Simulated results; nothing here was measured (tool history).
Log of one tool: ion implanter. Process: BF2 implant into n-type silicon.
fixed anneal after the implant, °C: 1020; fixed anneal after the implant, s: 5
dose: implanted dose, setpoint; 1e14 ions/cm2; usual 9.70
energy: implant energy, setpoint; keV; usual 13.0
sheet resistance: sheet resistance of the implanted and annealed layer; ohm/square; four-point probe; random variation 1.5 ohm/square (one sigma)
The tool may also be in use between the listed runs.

run    hour   dose  energy  wafers since the last listed run  hours since the last dose calibration  hours since the extraction supply was calibrated  hours since the gauge calibration  read-back reference wafer on the same gauge, sheet resistance  sheet resistance
  1     0.0   9.70    10.0                                 0                                 1038.0                                            1945.7                             1510.6                                                         291.52            289.68
  2    37.3   9.70    10.0                               803                                 1075.3                                            1983.0                             1547.9                                                         291.10            286.16
  3   109.2   9.70    13.0                              1548                                 1147.2                                            2054.9                             1619.8                                                         290.84            257.13
  4   139.1   9.70    13.0                               643                                 1177.1                                            2084.8                             1649.7                                                         290.93            259.71
  5   168.1   9.70    13.0                               624                                 1206.1                                            2113.8                             1678.7                                                         291.29            256.57
  6   215.9   9.70    15.0                              1029                                 1253.9                                            2161.6                             1726.5                                                         290.35            239.24
  7   268.6   9.70    15.0                              1134                                 1306.6                                            2214.3                             1779.2                                                         290.43            243.57
  8   307.6   9.70    15.0                               839                                 1345.6                                            2253.3                             1818.2                                                         290.53            240.82
  9   372.8   9.70    13.0                              1404                                 1410.8                                            2318.5                             1883.4                                                         290.48            256.87
 10   419.8   9.70    13.0                              1012                                 1457.8                                            2365.5                             1930.4                                                         289.75            258.78
 11   474.2   9.70    13.0                              1171                                 1512.2                                            2419.9                             1984.8                                                         290.05            256.03
 12   528.3   9.70    13.0                              1165                                 1566.3                                            2474.0                             2038.9                                                         290.67            256.22
 13   570.1   9.70    11.5                               900                                 1608.1                                            2515.8                             2080.7                                                         289.87            269.96
      601.7  -- gauge calibrated
 14   637.0   9.70    11.5                              1440                                 1675.0                                            2582.7                               35.3                                                         307.87            285.62
 15   662.7   9.70    11.5                               553                                 1700.7                                            2608.4                               61.0                                                         307.03            288.40
 16   702.7   9.70    16.5                               861                                 1740.7                                            2648.4                              101.0                                                         306.23            242.88
 17   731.0   8.91    13.0                               609                                 1769.0                                            2676.7                              129.3                                                         305.51            273.90
 18   793.1   8.91    13.0                              1337                                 1831.1                                            2738.8                              191.4                                                         304.18            272.79
 19   825.6   9.70    13.0                               699                                 1863.6                                            2771.3                              223.9                                                         304.26            268.23
 20   879.6   8.42    13.0                              1162                                 1917.6                                            2825.3                              277.9                                                         303.44            274.82
      897.8  -- extraction supply calibrated
 21  1010.6   7.41    11.0                              2649                                 2048.6                                             112.8                              408.9                                                         300.92            307.02
 22  1052.8  12.52    13.0                               908                                 2090.8                                             155.0                              451.1                                                         300.46            253.07
     1105.2  -- Faraday cup replaced and dose calibrated
 23  1105.7  11.58    14.5                               966                                    0.5                                             207.9                              504.0                                                         299.23            244.01
 24  1145.5   9.70    13.0                               857                                   40.3                                             247.7                              543.8                                                         298.97            265.49
 25  1212.9   7.80    13.0                              1451                                  107.7                                             315.1                              611.2                                                         298.27            276.96
 26  1283.8  10.44    16.5                              1526                                  178.6                                             386.0                              682.1                                                         297.48            232.41
 27  1339.7  12.44    16.5                              1203                                  234.5                                             441.9                              738.0                                                         296.94            224.38
 28  1372.0   8.20    13.0                               695                                  266.8                                             474.2                              770.3                                                         296.46            271.32
 29  1409.9  11.01    17.5                               816                                  304.7                                             512.1                              808.2                                                         295.78            220.28
 30  1480.4   9.70     9.0                              1518                                  375.2                                             582.6                              878.7                                                         296.22            307.12
 31  1521.2   7.79     9.5                               878                                  416.0                                             623.4                              919.5                                                         295.48            316.92
 32  1584.2   8.86    13.0                              1356                                  479.0                                             686.4                              982.5                                                         295.13            264.63
 33  1629.1   7.45    11.0                               966                                  523.9                                             731.3                             1027.4                                                         294.90            299.19
 34  1694.2   7.55    13.0                              1402                                  589.0                                             796.4                             1092.5                                                         294.52            278.38
 35  1755.9  10.79    17.5                              1328                                  650.7                                             858.1                             1154.2                                                         294.21            220.43
 36  1800.0   9.70    11.5                               949                                  694.8                                             902.2                             1198.3                                                         293.68            274.48
 37  1852.8  12.52    10.0                              1137                                  747.6                                             955.0                             1251.1                                                         293.67            280.02
 38  1920.2   9.70    13.0                              1451                                  815.0                                            1022.4                             1318.5                                                         293.46            259.97

3 ways to go on from here, each from the tool as it stands after run 38. What would each give?
  A  1920.6   8.64    13.0                                 8                                  815.4                                            1022.8                             1318.9                                                              ?                 ?
  B  1920.6   8.50    16.0                                 8                                  815.4                                            1022.8                             1318.9                                                              ?                 ?
  C  1920.6  11.91    17.0                                 8                                  815.4                                            1022.8                             1318.9                                                              ?                 ?

run  read-back reference wafer on the same gauge, sheet resistance  sheet resistance
  A                                                         292.92            266.60
  B                                                         292.92            243.26
  C                                                         292.92            219.78
Without the tool's hidden state the same runs would have given:
run  sheet resistance
  A            279.04
  B            254.60
  C            230.03

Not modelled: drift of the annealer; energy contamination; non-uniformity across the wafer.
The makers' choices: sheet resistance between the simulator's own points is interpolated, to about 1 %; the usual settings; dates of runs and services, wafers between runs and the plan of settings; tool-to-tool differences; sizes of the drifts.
